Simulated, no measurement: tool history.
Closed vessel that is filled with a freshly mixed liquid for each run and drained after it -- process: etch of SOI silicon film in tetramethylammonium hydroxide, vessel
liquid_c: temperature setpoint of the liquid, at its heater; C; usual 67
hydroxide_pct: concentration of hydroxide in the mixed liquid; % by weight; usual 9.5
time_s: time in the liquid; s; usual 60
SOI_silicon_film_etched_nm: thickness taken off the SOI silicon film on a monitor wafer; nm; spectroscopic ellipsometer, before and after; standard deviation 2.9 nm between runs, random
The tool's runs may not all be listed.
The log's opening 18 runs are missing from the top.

| run | hour | liquid_c | hydroxide_pct | time_s | read-back film thickness of the SOI silicon film reference wafer, read on the same gauge (nm) | SOI_silicon_film_etched_nm |
|---|---|---|---|---|---|---|
| 19 | 239.6 | 67 | 9.5 | 60 | 40.01 | 361.28 |
| 20 | 249.8 | 67 | 8.5 | 30 | 40.01 | 187.38 |
| 21 | 256.7 | 67 | 12.5 | 40 | 40 | 219.25 |
| 22 | 263.5 | 67 | 9.5 | 75 | 39.99 | 453.25 |
| 23 | 275.5 | 67 | 9.5 | 60 | 40 | 364.35 |
| 24 | 293.5 | 63.5 | 12 | 90 | 40.03 | 401.3 |
|  | 299.7 | gauge calibrated |
| 25 | 305.2 | 67 | 10.5 | 60 | 40.02 | 349.06 |
| 26 | 313 | 75 | 9.5 | 90 | 40.01 | 874.64 |
| 27 | 322.1 | 67 | 9.5 | 60 | 39.98 | 362.62 |
| 28 | 336.2 | 74 | 9.5 | 45 | 39.99 | 412.24 |
| 29 | 344 | 67 | 9.5 | 30 | 39.98 | 181.97 |
| 30 | 358.5 | 72 | 9.5 | 60 | 40 | 490.08 |
| 31 | 365.6 | 67 | 9.5 | 60 | 39.99 | 357.34 |
| 32 | 376.3 | 67 | 9.5 | 60 | 39.98 | 363.19 |
| 33 | 388.9 | 72 | 9.5 | 50 | 40.01 | 405.83 |
| 34 | 403.6 | 61.5 | 7.5 | 60 | 40.01 | 282.7 |
| 35 | 418.9 | 67 | 9.5 | 60 | 40.01 | 366.05 |

Each row is a separate what-if for the run after 35, all from the same tool condition, not one after another. Results?
| A | 419.6 | 67 | 8.5 | 60 | ? | ? |
| B | 419.6 | 67 | 10.5 | 70 | ? | ? |
| C | 419.6 | 67 | 6.5 | 60 | ? | ? |

| run | read-back film thickness of the SOI silicon film reference wafer, read on the same gauge (nm) | SOI_silicon_film_etched_nm |
|---|---|---|
| A | 39.96 | 381.07 |
| B | 39.96 | 411.52 |
| C | 39.96 | 411.27 |
Had the tool no hidden state, the same runs would have come out as:
| run | SOI_silicon_film_etched_nm |
|---|---|
| A | 381.07 |
| B | 411.52 |
| C | 411.27 |
